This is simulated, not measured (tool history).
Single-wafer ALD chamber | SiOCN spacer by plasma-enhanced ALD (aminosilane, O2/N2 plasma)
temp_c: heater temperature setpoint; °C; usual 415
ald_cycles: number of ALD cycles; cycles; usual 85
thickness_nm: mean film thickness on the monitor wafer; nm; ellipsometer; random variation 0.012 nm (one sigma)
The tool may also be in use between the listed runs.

run	day	temp_c	ald_cycles	read-back reference wafer on the same gauge, thickness_nm	thickness_nm
1	0.000	412	85	3.746	4.712
2	0.333	420	76	3.749	4.076
3	0.842	420	76	3.746	4.085
4	1.554	403	96	3.751	5.507
5	1.900	403	96	3.747	5.491
6	2.312	403	96	3.747	5.477
7	2.788	415	78	3.750	4.270
8	3.154	415	78	3.748	4.279
9	3.733	415	78	3.751	4.295
10	4.021	415	85	3.752	4.660
11	6.246	415	85	3.754	4.679
12	6.954	415	85	3.755	4.671
13	7.546	405	75	3.758	4.277
14	8.821	405	75	3.760	4.260
15	9.333	405	75	3.762	4.277
16	9.925	415	85	3.762	4.677
17	11.008	415	85	3.766	4.683
# day 11.454: gauge calibrated
18	11.500	415	85	3.736	4.644
19	12.133	415	85	3.738	4.637
20	12.508	406	85	3.738	4.796
21	12.883	407	73	3.736	4.114
# day 13.283: thermocouple changed; heater temperature recalibrated
22	14.604	407	73	3.741	4.116
23	15.004	420	85	3.739	4.585
24	15.729	402	77	3.745	4.405
25	16.200	415	85	3.743	4.671
26	16.700	415	71	3.746	3.883
27	17.133	405	99	3.743	5.605
28	17.692	415	102	3.748	5.555
29	18.200	408	93	3.745	5.226
30	18.646	400	74	3.744	4.237
31	18.967	410	102	3.748	5.703
32	19.417	401	94	3.747	5.419
33	19.796	422	94	3.751	5.045
34	20.533	407	68	3.748	3.837
35	20.783	424	85	3.748	4.507
36	21.350	422	92	3.755	4.923
37	21.896	404	98	3.754	5.610
38	22.225	415	85	3.755	4.652
39	22.512	415	69	3.757	3.806
40	22.917	403	96	3.755	5.518
41	23.467	415	85	3.758	4.670
42	23.725	429	76	3.754	3.965
43	24.104	402	85	3.763	4.895
44	24.629	415	75	3.753	4.133
45	25.146	408	68	3.756	3.831
46	25.529	415	85	3.756	4.680

5 ways to go on from here, each from the tool as it stands after run 46. What would each give?
A	25.554	415	85	?	?
B	25.554	402	97	?	?
C	25.554	403	81	?	?
D	25.554	428	85	?	?
E	25.554	409	85	?	?

run	read-back reference wafer on the same gauge, thickness_nm	thickness_nm
A	3.760	4.666
B	3.760	5.573
C	3.760	4.637
D	3.760	4.449
E	3.760	4.766
Without the tool's hidden state the same runs would have given:
run	thickness_nm
A	4.642
B	5.544
C	4.614
D	4.426
E	4.742

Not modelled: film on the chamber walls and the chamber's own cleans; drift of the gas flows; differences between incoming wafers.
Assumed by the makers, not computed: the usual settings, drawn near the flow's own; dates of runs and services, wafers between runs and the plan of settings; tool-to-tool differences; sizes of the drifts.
